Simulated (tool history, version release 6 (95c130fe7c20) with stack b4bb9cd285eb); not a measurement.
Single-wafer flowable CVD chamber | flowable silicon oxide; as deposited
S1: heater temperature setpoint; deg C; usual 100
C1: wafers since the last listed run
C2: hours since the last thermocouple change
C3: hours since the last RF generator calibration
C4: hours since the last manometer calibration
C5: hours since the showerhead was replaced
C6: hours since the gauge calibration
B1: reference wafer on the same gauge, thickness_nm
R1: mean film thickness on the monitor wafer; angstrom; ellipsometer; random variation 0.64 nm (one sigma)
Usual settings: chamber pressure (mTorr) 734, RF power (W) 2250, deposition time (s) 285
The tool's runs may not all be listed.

run 1 day=0.000 | S1=109 chamber_pressure_(mTorr)=734 RF_power_(W)=2250 deposition_time_(s)=285 | C1=0 C2=912.5 C3=1540.3 C4=1611.0 C5=2457.6 C6=178.1 | B1=134.154 | R1=1049.67
run 2 day=1.246 | S1=109 chamber_pressure_(mTorr)=734 RF_power_(W)=2250 deposition_time_(s)=285 | C1=185 C2=942.4 C3=1570.2 C4=1640.9 C5=2487.5 C6=208.0 | B1=134.197 | R1=1045.31
run 3 day=3.462 | S1=109 chamber_pressure_(mTorr)=734 RF_power_(W)=2250 deposition_time_(s)=285 | C1=330 C2=995.6 C3=1623.4 C4=1694.1 C5=2540.7 C6=261.2 | B1=133.767 | R1=1043.14
run 4 day=6.396 | S1=100 chamber_pressure_(mTorr)=734 RF_power_(W)=2050 deposition_time_(s)=262 | C1=437 C2=1066.0 C3=1693.8 C4=1764.5 C5=2611.1 C6=331.6 | B1=134.031 | R1=1245.61
run 5 day=8.108 | S1=100 chamber_pressure_(mTorr)=734 RF_power_(W)=2050 deposition_time_(s)=262 | C1=255 C2=1107.1 C3=1734.9 C4=1805.6 C5=2652.2 C6=372.7 | B1=134.261 | R1=1245.64
run 6 day=10.067 | S1=100 chamber_pressure_(mTorr)=734 RF_power_(W)=2050 deposition_time_(s)=262 | C1=292 C2=1154.1 C3=1781.9 C4=1852.6 C5=2699.2 C6=419.7 | B1=134.068 | R1=1262.11
run 7 day=11.833 | S1=100 chamber_pressure_(mTorr)=734 RF_power_(W)=1945 deposition_time_(s)=285 | C1=263 C2=1196.5 C3=1824.3 C4=1895.0 C5=2741.6 C6=462.1 | B1=134.093 | R1=1352.32
run 8 day=14.288 | S1=100 chamber_pressure_(mTorr)=734 RF_power_(W)=1945 deposition_time_(s)=285 | C1=366 C2=1255.4 C3=1883.2 C4=1953.9 C5=2800.5 C6=521.0 | B1=133.786 | R1=1345.69
run 9 day=17.046 | S1=100 chamber_pressure_(mTorr)=734 RF_power_(W)=2250 deposition_time_(s)=285 | C1=411 C2=1321.6 C3=1949.4 C4=2020.1 C5=2866.7 C6=587.2 | B1=133.870 | R1=1373.24
-- day=17.954 RF generator calibrated
run 10 day=18.642 | S1=100 chamber_pressure_(mTorr)=734 RF_power_(W)=2250 deposition_time_(s)=285 | C1=188 C2=1359.9 C3=16.5 C4=2058.4 C5=2905.0 C6=625.5 | B1=133.982 | R1=1364.61
run 11 day=20.229 | S1=100 chamber_pressure_(mTorr)=734 RF_power_(W)=1980 deposition_time_(s)=285 | C1=236 C2=1398.0 C3=54.6 C4=2096.5 C5=2943.1 C6=663.6 | B1=134.152 | R1=1344.54
run 12 day=21.417 | S1=109 chamber_pressure_(mTorr)=842 RF_power_(W)=2250 deposition_time_(s)=251 | C1=177 C2=1426.5 C3=83.1 C4=2125.0 C5=2971.6 C6=692.1 | B1=134.096 | R1=1032.96
-- day=24.096 capacitance manometer re-zeroed and calibrated
run 13 day=26.662 | S1=100 chamber_pressure_(mTorr)=734 RF_power_(W)=2065 deposition_time_(s)=230 | C1=733 C2=1552.4 C3=209.0 C4=61.6 C5=3097.5 C6=818.0 | B1=134.149 | R1=1088.03
run 14 day=28.908 | S1=109 chamber_pressure_(mTorr)=734 RF_power_(W)=2250 deposition_time_(s)=285 | C1=335 C2=1606.3 C3=262.9 C4=115.5 C5=3151.4 C6=871.9 | B1=133.968 | R1=1017.12
run 15 day=30.212 | S1=100 chamber_pressure_(mTorr)=660 RF_power_(W)=2080 deposition_time_(s)=285 | C1=194 C2=1637.6 C3=294.2 C4=146.8 C5=3182.7 C6=903.2 | B1=134.060 | R1=1203.96
-- day=32.083 gauge calibrated
run 16 day=33.000 | S1=88 chamber_pressure_(mTorr)=734 RF_power_(W)=2250 deposition_time_(s)=285 | C1=416 C2=1704.5 C3=361.1 C4=213.7 C5=3249.6 C6=22.0 | B1=134.162 | R1=1945.86
run 17 day=34.492 | S1=100 chamber_pressure_(mTorr)=734 RF_power_(W)=2070 deposition_time_(s)=285 | C1=222 C2=1740.3 C3=396.9 C4=249.5 C5=3285.4 C6=57.8 | B1=134.002 | R1=1332.19
-- day=35.567 showerhead replaced
-- day=35.904 thermocouple changed; heater temperature recalibrated
run 18 day=36.917 | S1=105 chamber_pressure_(mTorr)=631 RF_power_(W)=2250 deposition_time_(s)=332 | C1=262 C2=24.3 C3=455.1 C4=307.7 C5=32.4 C6=116.0 | B1=133.840 | R1=1217.17
run 19 day=40.438 | S1=108 chamber_pressure_(mTorr)=734 RF_power_(W)=2250 deposition_time_(s)=264 | C1=525 C2=108.8 C3=539.6 C4=392.2 C5=116.9 C6=200.5 | B1=133.956 | R1=1023.04
run 20 day=43.417 | S1=100 chamber_pressure_(mTorr)=734 RF_power_(W)=2250 deposition_time_(s)=285 | C1=444 C2=180.3 C3=611.1 C4=463.7 C5=188.4 C6=272.0 | B1=134.006 | R1=1417.97
run 21 day=45.800 | S1=100 chamber_pressure_(mTorr)=734 RF_power_(W)=2250 deposition_time_(s)=285 | C1=355 C2=237.5 C3=668.3 C4=520.9 C5=245.6 C6=329.2 | B1=134.095 | R1=1416.57

5 ways to go on from here, each from the tool as it stands after run 21. What would each give?
run A day=45.821 | S1=100 chamber_pressure_(mTorr)=734 RF_power_(W)=2250 deposition_time_(s)=285 | C1=3 C2=238.0 C3=668.8 C4=521.4 C5=246.1 C6=329.7 | B1=? | R1=?
run B day=45.821 | S1=88 chamber_pressure_(mTorr)=859 RF_power_(W)=2630 deposition_time_(s)=285 | C1=3 C2=238.0 C3=668.8 C4=521.4 C5=246.1 C6=329.7 | B1=? | R1=?
run C day=45.821 | S1=115 chamber_pressure_(mTorr)=734 RF_power_(W)=2250 deposition_time_(s)=285 | C1=3 C2=238.0 C3=668.8 C4=521.4 C5=246.1 C6=329.7 | B1=? | R1=?
run D day=45.821 | S1=96 chamber_pressure_(mTorr)=734 RF_power_(W)=1970 deposition_time_(s)=285 | C1=3 C2=238.0 C3=668.8 C4=521.4 C5=246.1 C6=329.7 | B1=? | R1=?
run E day=45.821 | S1=96 chamber_pressure_(mTorr)=834 RF_power_(W)=2005 deposition_time_(s)=285 | C1=3 C2=238.0 C3=668.8 C4=521.4 C5=246.1 C6=329.7 | B1=? | R1=?

run=A B1=134.157 R1=1420.48
run=B B1=134.157 R1=2447.02
run=C B1=134.157 R1=895.20
run=D B1=134.157 R1=1575.53
run=E B1=134.157 R1=1794.93
Without the tool's hidden state the same runs would have given:
run=A R1=1409.51
run=B R1=2429.84
run=C R1=888.57
run=D R1=1563.11
run=E R1=1780.78
